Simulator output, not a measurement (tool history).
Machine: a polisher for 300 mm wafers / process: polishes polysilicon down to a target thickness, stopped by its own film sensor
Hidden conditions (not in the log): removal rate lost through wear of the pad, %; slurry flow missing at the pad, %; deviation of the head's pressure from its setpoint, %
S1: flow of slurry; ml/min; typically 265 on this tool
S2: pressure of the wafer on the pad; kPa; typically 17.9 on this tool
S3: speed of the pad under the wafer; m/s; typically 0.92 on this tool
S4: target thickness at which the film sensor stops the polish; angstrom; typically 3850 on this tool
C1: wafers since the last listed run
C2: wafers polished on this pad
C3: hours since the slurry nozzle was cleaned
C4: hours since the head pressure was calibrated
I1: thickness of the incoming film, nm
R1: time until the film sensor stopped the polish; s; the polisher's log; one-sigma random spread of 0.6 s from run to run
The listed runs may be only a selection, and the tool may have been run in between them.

run 1 hour=0 | S1=225 S2=17.9 S3=0.92 S4=3430 | C1=0 C2=591 C3=47.6 C4=247.2 | I1=743.9 | R1=54.9
run 2 hour=12.7 | S1=225 S2=17.9 S3=0.92 S4=3430 | C1=153 C2=745 C3=60.3 C4=259.9 | I1=757 | R1=56.7
run 3 hour=23.1 | S1=225 S2=17.9 S3=0.92 S4=3430 | C1=125 C2=870 C3=70.7 C4=270.3 | I1=744.3 | R1=56.5
run 4 hour=39.6 | S1=265 S2=16.5 S3=0.92 S4=3850 | C1=199 C2=1070 C3=87.2 C4=286.8 | I1=740.3 | R1=52.9
run 5 hour=50.9 | S1=265 S2=17.9 S3=0.92 S4=3140 | C1=136 C2=1206 C3=98.5 C4=298.1 | I1=742.8 | R1=61
run 6 hour=58.1 | S1=265 S2=17.9 S3=0.92 S4=3140 | C1=86 C2=1293 C3=105.7 C4=305.3 | I1=745.7 | R1=61.4
run 7 hour=64.3 | S1=265 S2=17.9 S3=0.92 S4=3850 | C1=74 C2=1368 C3=111.9 C4=311.5 | I1=751.2 | R1=54.4
-- hour=74 worn pad replaced by a new one
run 8 hour=74.5 | S1=225 S2=17.9 S3=0.92 S4=3430 | C1=74 C2=6 C3=122.1 C4=321.7 | I1=740.2 | R1=53
-- hour=78.7 head pressure recalibrated
run 9 hour=79.2 | S1=240 S2=17.9 S3=0.92 S4=4200 | C1=32 C2=39 C3=126.8 C4=0.5 | I1=756.7 | R1=45.1
run 10 hour=92.7 | S1=265 S2=13.8 S3=0.92 S4=3850 | C1=163 C2=202 C3=140.3 C4=14 | I1=742.4 | R1=60.8

The next listed run, before its measurement:
run 11 hour=126.7 | S1=225 S2=17.9 S3=0.92 S4=3430 | C1=410 C2=612 C3=174.3 C4=48 | I1=764.8 | R1=?

{"run 11": {"R1": 60.1}}
With no hidden state in the tool, this same run would have given R1 53.1 s.

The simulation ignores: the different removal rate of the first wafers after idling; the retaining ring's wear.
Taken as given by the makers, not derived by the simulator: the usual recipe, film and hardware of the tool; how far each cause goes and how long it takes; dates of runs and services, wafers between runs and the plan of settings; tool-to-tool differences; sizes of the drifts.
